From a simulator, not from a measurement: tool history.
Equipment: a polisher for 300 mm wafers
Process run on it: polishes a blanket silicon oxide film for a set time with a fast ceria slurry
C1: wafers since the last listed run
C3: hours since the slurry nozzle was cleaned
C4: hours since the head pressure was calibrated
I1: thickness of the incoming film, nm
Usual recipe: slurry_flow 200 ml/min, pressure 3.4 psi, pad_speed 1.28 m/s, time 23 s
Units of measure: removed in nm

run 1 hour=0.0 | slurry_flow=200 pressure=3.4 pad_speed=1.28 time=23 | C1=0 wafers_polished_on_this_pad=1526 C3=161.0 C4=189.1 | I1=1598.3 | removed=645.1
run 2 hour=40.7 | slurry_flow=200 pressure=3.4 pad_speed=1.28 time=23 | C1=393 wafers_polished_on_this_pad=1919 C3=201.7 C4=229.8 | I1=1575.4 | removed=629.6
run 3 hour=144.9 | slurry_flow=200 pressure=3.4 pad_speed=1.28 time=23 | C1=1006 wafers_polished_on_this_pad=2926 C3=305.9 C4=334.0 | I1=1610.3 | removed=642.0
run 4 hour=183.4 | slurry_flow=200 pressure=3.4 pad_speed=1.28 time=23 | C1=371 wafers_polished_on_this_pad=3297 C3=344.4 C4=372.5 | I1=1588.9 | removed=644.9
run 5 hour=255.1 | slurry_flow=200 pressure=3.4 pad_speed=1.28 time=23 | C1=692 wafers_polished_on_this_pad=3990 C3=416.1 C4=444.2 | I1=1596.3 | removed=617.4
-- hour=273.2 worn pad replaced by a new one
-- hour=341.9 slurry nozzle cleaned
run 6 hour=537.5 | slurry_flow=200 pressure=3.4 pad_speed=1.28 time=23 | C1=2679 wafers_polished_on_this_pad=2543 C3=195.6 C4=726.6 | I1=1582.1 | removed=623.6
run 7 hour=595.5 | slurry_flow=200 pressure=3.4 pad_speed=1.28 time=23 | C1=560 wafers_polished_on_this_pad=3103 C3=253.6 C4=784.6 | I1=1615.3 | removed=610.4
-- hour=604.3 worn pad replaced by a new one
run 8 hour=631.7 | slurry_flow=235 pressure=3.4 pad_speed=1.28 time=23 | C1=311 wafers_polished_on_this_pad=264 C3=289.8 C4=820.8 | I1=1598.2 | removed=636.6
run 9 hour=732.8 | slurry_flow=235 pressure=3.4 pad_speed=1.28 time=23 | C1=976 wafers_polished_on_this_pad=1241 C3=390.9 C4=921.9 | I1=1578.0 | removed=616.2
run 10 hour=804.2 | slurry_flow=235 pressure=3.4 pad_speed=1.28 time=23 | C1=689 wafers_polished_on_this_pad=1930 C3=462.3 C4=993.3 | I1=1552.3 | removed=621.4
run 11 hour=908.0 | slurry_flow=200 pressure=2.8 pad_speed=1.28 time=23 | C1=1002 wafers_polished_on_this_pad=2933 C3=566.1 C4=1097.1 | I1=1617.0 | removed=498.8
run 12 hour=954.5 | slurry_flow=200 pressure=2.8 pad_speed=1.28 time=23 | C1=449 wafers_polished_on_this_pad=3382 C3=612.6 C4=1143.6 | I1=1592.3 | removed=483.3
-- hour=993.3 slurry nozzle cleaned
run 13 hour=996.1 | slurry_flow=200 pressure=3.4 pad_speed=1.28 time=23 | C1=392 wafers_polished_on_this_pad=3775 C3=2.8 C4=1185.2 | I1=1563.7 | removed=592.0
-- hour=1009.2 head pressure recalibrated
-- hour=1036.3 worn pad replaced by a new one
run 14 hour=1036.8 | slurry_flow=200 pressure=3.4 pad_speed=1.28 time=25 | C1=335 wafers_polished_on_this_pad=4 C3=43.5 C4=27.6 | I1=1596.6 | removed=709.7
run 15 hour=1071.4 | slurry_flow=265 pressure=3.4 pad_speed=1.56 time=27 | C1=334 wafers_polished_on_this_pad=338 C3=78.1 C4=62.2 | I1=1579.7 | removed=944.4
run 16 hour=1114.4 | slurry_flow=200 pressure=2.4 pad_speed=1.28 time=23 | C1=415 wafers_polished_on_this_pad=754 C3=121.1 C4=105.2 | I1=1578.8 | removed=455.8
run 17 hour=1208.9 | slurry_flow=200 pressure=3.4 pad_speed=1.28 time=23 | C1=912 wafers_polished_on_this_pad=1667 C3=215.6 C4=199.7 | I1=1568.7 | removed=634.9
run 18 hour=1289.7 | slurry_flow=200 pressure=3.4 pad_speed=1.28 time=28 | C1=780 wafers_polished_on_this_pad=2447 C3=296.4 C4=280.5 | I1=1581.6 | removed=776.2
run 19 hour=1341.5 | slurry_flow=200 pressure=3.4 pad_speed=1.28 time=23 | C1=500 wafers_polished_on_this_pad=2948 C3=348.2 C4=332.3 | I1=1597.4 | removed=631.9
-- hour=1394.5 worn pad replaced by a new one
run 20 hour=1399.1 | slurry_flow=200 pressure=3.4 pad_speed=1.28 time=23 | C1=517 wafers_polished_on_this_pad=44 C3=405.8 C4=389.9 | I1=1577.2 | removed=634.2
run 21 hour=1488.2 | slurry_flow=170 pressure=4.5 pad_speed=1.40 time=25 | C1=860 wafers_polished_on_this_pad=904 C3=494.9 C4=479.0 | I1=1603.7 | removed=974.3
-- hour=1540.6 slurry nozzle cleaned
run 22 hour=1569.8 | slurry_flow=230 pressure=2.5 pad_speed=1.04 time=30 | C1=778 wafers_polished_on_this_pad=1683 C3=29.2 C4=560.6 | I1=1575.8 | removed=508.9
run 23 hour=1670.8 | slurry_flow=200 pressure=3.4 pad_speed=1.28 time=23 | C1=975 wafers_polished_on_this_pad=2659 C3=130.2 C4=661.6 | I1=1598.0 | removed=616.5
run 24 hour=1761.0 | slurry_flow=200 pressure=3.4 pad_speed=1.28 time=23 | C1=871 wafers_polished_on_this_pad=3530 C3=220.4 C4=751.8 | I1=1572.0 | removed=603.5
-- hour=1800.0 worn pad replaced by a new one
run 25 hour=1864.7 | slurry_flow=200 pressure=4.0 pad_speed=0.86 time=23 | C1=963 wafers_polished_on_this_pad=624 C3=324.1 C4=855.5 | I1=1581.9 | removed=488.2
run 26 hour=1935.8 | slurry_flow=200 pressure=3.8 pad_speed=1.28 time=26 | C1=686 wafers_polished_on_this_pad=1311 C3=395.2 C4=926.6 | I1=1597.3 | removed=773.1

Below are 4 alternative next runs, each starting from the tool's condition after run 26. Predict each:
run A hour=1936.2 | slurry_flow=150 pressure=3.4 pad_speed=1.28 time=23 | C1=3 wafers_polished_on_this_pad=1315 C3=395.6 C4=927.0 | I1=1572.4 | removed=?
run B hour=1936.2 | slurry_flow=200 pressure=3.4 pad_speed=1.50 time=23 | C1=3 wafers_polished_on_this_pad=1315 C3=395.6 C4=927.0 | I1=1572.4 | removed=?
run C hour=1936.2 | slurry_flow=140 pressure=3.0 pad_speed=0.94 time=26 | C1=3 wafers_polished_on_this_pad=1315 C3=395.6 C4=927.0 | I1=1572.4 | removed=?
run D hour=1936.2 | slurry_flow=200 pressure=3.4 pad_speed=1.28 time=20 | C1=3 wafers_polished_on_this_pad=1315 C3=395.6 C4=927.0 | I1=1572.4 | removed=?

run=A removed=580.0
run=B removed=705.8
run=C removed=420.5
run=D removed=523.7
Without the tool's unlogged condition, the same runs would have read:
run=A removed=616.1
run=B removed=749.8
run=C removed=446.7
run=D removed=556.3
